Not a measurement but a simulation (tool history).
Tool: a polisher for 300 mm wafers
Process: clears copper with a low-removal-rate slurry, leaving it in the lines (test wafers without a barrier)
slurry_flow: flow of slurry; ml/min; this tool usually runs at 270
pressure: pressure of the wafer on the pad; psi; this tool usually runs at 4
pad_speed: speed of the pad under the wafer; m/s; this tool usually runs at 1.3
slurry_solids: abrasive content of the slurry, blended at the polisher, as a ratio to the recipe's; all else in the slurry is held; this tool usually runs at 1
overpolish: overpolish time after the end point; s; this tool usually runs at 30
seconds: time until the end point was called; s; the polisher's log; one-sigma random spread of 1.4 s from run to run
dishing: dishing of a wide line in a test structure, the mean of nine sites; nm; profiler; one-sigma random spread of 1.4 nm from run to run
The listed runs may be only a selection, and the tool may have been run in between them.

run,hour,slurry_flow,pressure,pad_speed,slurry_solids,overpolish,"incoming thickness of the incoming film, nm",seconds,dishing
1,0,270,4,1.3,1,30,415,86.3,54.7
# hour 2.3: slurry nozzle cleaned
2,50.8,270,4,1.3,1,30,418.3,88.7,54
# hour 68.3: slurry blender recalibrated
3,93.9,270,4,1.3,1,30,421.1,89.1,53.1
# hour 128.4: worn pad replaced by a new one
4,131,270,4,1.3,1,30,420.2,80.6,54.7
5,227,270,4,1.3,1,30,414,85.9,54.9
6,285.9,270,4,1.3,1,30,412.9,85.8,54.1
# hour 457.9: slurry blender recalibrated
# hour 466.5: worn pad replaced by a new one
7,494.8,270,4,1.3,1,30,425,84.7,52.8
8,559.8,270,4,1.3,1,30,414.7,85.6,53.6
# hour 602.8: slurry nozzle cleaned
9,629.6,270,4,1.3,1,30,416.1,91.2,53.4
10,670.6,270,4,1.3,1,30,427.4,91.4,51.9
11,710.5,270,4,1.3,1,30,414.5,93.5,52.1
12,736,315,5.1,1.5,1,18,424.6,64.3,49.2
# hour 872.2: worn pad replaced by a new one
# hour 872.6: slurry blender recalibrated
13,949.4,270,4,1.3,1,30,415,91.1,52.2
# hour 1006.2: head pressure recalibrated
14,1020,270,4,1.3,1,30,417.6,82.7,55.3
15,1066.2,270,2.7,1.7,1.1,30,417,99.5,48.3
16,1115.3,270,5.2,1.52,1,30,425.7,59.8,65.7
# hour 1153.6: slurry nozzle cleaned
17,1154.7,270,4,1.12,1,30,412.9,101.7,50.6
18,1181.6,185,5.3,1.3,1,23,429.3,69.4,55.8
# hour 1207.8: slurry blender recalibrated
# hour 1229.6: worn pad replaced by a new one
19,1230.1,270,4,1.3,1,48,416.6,78.4,66.5
20,1276.5,315,4,1.3,1,30,420.2,86.6,55.6
21,1415.5,270,4,1.3,1,30,418.8,94.9,52.2
22,1445.6,270,2.9,1.3,1,30,416,124,43.7
23,1485.5,270,4,1.3,1,30,422.9,93.8,52.2
24,1545.2,270,4,1.48,1.25,23,417.7,78.7,47.8
# hour 1549.1: slurry blender recalibrated
25,1582.3,270,3.5,1.3,1,23,415.3,107.9,42.9
26,1634.9,270,4,1.3,1,30,423.8,100.1,50.8

Predict the results of run 27:
# hour 1639.3: worn pad replaced by a new one
27,1695.2,270,2.8,1.3,1.3,30,426.1,?,?

For run 27 the tool returned seconds 127.2 s, dishing 44.6 nm.
On a tool with no hidden condition, and with the same random variation, this run would have come out at seconds 107.3 s, dishing 49.1 nm.

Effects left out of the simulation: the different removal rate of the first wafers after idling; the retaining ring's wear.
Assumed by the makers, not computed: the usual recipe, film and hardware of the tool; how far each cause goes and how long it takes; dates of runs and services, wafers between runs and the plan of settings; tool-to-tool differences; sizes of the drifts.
